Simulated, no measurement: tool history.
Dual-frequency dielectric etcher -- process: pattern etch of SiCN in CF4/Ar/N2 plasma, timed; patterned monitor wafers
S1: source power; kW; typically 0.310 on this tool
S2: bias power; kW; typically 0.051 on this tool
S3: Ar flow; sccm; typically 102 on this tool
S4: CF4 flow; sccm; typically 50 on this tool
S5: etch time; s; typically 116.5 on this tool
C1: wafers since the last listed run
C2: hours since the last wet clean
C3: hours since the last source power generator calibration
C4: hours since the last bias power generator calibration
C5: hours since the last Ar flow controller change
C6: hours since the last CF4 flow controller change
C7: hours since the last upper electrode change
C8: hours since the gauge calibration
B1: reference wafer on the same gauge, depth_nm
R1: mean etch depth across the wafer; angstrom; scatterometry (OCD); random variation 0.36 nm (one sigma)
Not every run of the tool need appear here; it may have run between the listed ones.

run     day     S1     S2   S3  S4     S5    C1     C2      C3      C4      C5      C6      C7      C8    B1   R1
  1   0.000  0.310  0.051  102  50  116.5     0   22.3  2531.1  3875.9  2186.5  1392.4  1958.4   195.6  67.0  560
  2   1.271  0.350  0.046  102  50  116.5   323   52.8  2561.6  3906.4  2217.0  1422.9  1988.9   226.1  67.1  597
  3   3.188  0.310  0.051  102  50  116.5   487   98.8  2607.6  3952.4  2263.0  1468.9  2034.9   272.1  67.1  555
      5.104  -- bias power generator calibrated
  4   5.733  0.260  0.051   89  45  116.5   605  159.9  2668.7    15.1  2324.1  1530.0  2096.0   333.2  67.1  480
      6.933  -- source power generator calibrated
  5   7.062  0.310  0.045   91  50  116.5   295  191.8     3.1    47.0  2356.0  1561.9  2127.9   365.1  67.1  543
  6   8.117  0.310  0.051  102  50  116.5   268  217.1    28.4    72.3  2381.3  1587.2  2153.2   390.4  67.2  535
     11.275  -- CF4 flow controller replaced
  7  11.296  0.310  0.055  102  60  116.5   745  293.4   104.7   148.6  2457.6     0.5  2229.5   466.7  67.1  566
  8  12.979  0.310  0.059  102  50  136.5   428  333.8   145.1   189.0  2498.0    40.9  2269.9   507.1  67.0  656
     15.254  -- wet clean of the chamber
  9  15.517  0.310  0.051  102  50  116.5   391    6.3   206.0   249.9  2558.9   101.8  2330.8   568.0  67.1  537
 10  18.388  0.310  0.051  102  50  116.5   730   75.2   274.9   318.8  2627.8   170.7  2399.7   636.9  67.2  539
 11  19.788  0.310  0.051  102  50  116.5   356  108.8   308.5   352.4  2661.4   204.3  2433.3   670.5  67.0  539
     21.054  -- Ar flow controller replaced
     21.375  -- upper electrode replaced
 12  22.667  0.310  0.042  118  50  135.5   586  177.9   377.6   421.5    38.7   273.4    31.0   739.6  67.1  573
     24.350  -- source power generator calibrated, repeated, since the last time left the tool worse
 13  25.175  0.310  0.051  102  40  116.5   595  238.1    19.8   481.7    98.9   333.6    91.2   799.8  67.0  552
 14  27.038  0.310  0.054  102  50  143.5   473  282.8    64.5   526.4   143.6   378.3   135.9   844.5  67.2  706
 15  28.342  0.310  0.051  122  50  116.5   331  314.1    95.8   557.7   174.9   409.6   167.2   875.8  67.1  547
 16  29.508  0.310  0.051  102  50  116.5   296  342.1   123.8   585.7   202.9   437.6   195.2   903.8  67.0  569
     30.667  -- wet clean of the chamber
 17  30.700  0.310  0.041   93  50  138.5    48    0.8   152.4   614.3   231.5   466.2   223.8   932.4  67.2  647
 18  31.888  0.240  0.041  102  44  116.5   302   29.3   180.9   642.8   260.0   494.7   252.3   960.9  67.0  421
 19  34.408  0.390  0.059  102  55   89.5   641   89.8   241.4   703.3   320.5   555.2   312.8  1021.4  67.0  564
 20  35.942  0.260  0.051  102  50  116.5   390  126.6   278.2   740.1   357.3   592.0   349.6  1058.2  67.1  486
     37.954  -- gauge calibrated
 21  41.333  0.310  0.051  102  50  116.5  1371  256.0   407.6   869.5   486.7   721.4   479.0    81.1  66.9  558
 22  43.729  0.380  0.057   85  59  116.5   609  313.5   465.1   927.0   544.2   778.9   536.5   138.6  67.1  745

Each row is a separate what-if for the run after 22, all from the same tool condition, not one after another. Results?
  A  43.746  0.310  0.051  102  50  116.5   4  313.9  465.5  927.4  544.6  779.3  536.9  139.0   ?   ?
  B  43.746  0.310  0.051  102  56  116.5   4  313.9  465.5  927.4  544.6  779.3  536.9  139.0   ?   ?
  C  43.746  0.360  0.056  120  38  116.5   4  313.9  465.5  927.4  544.6  779.3  536.9  139.0   ?   ?

run    B1   R1
  A  67.1  564
  B  67.1  573
  C  67.1  611
Without the tool's hidden state the same runs would have given:
run   R1
  A  570
  B  579
  C  618
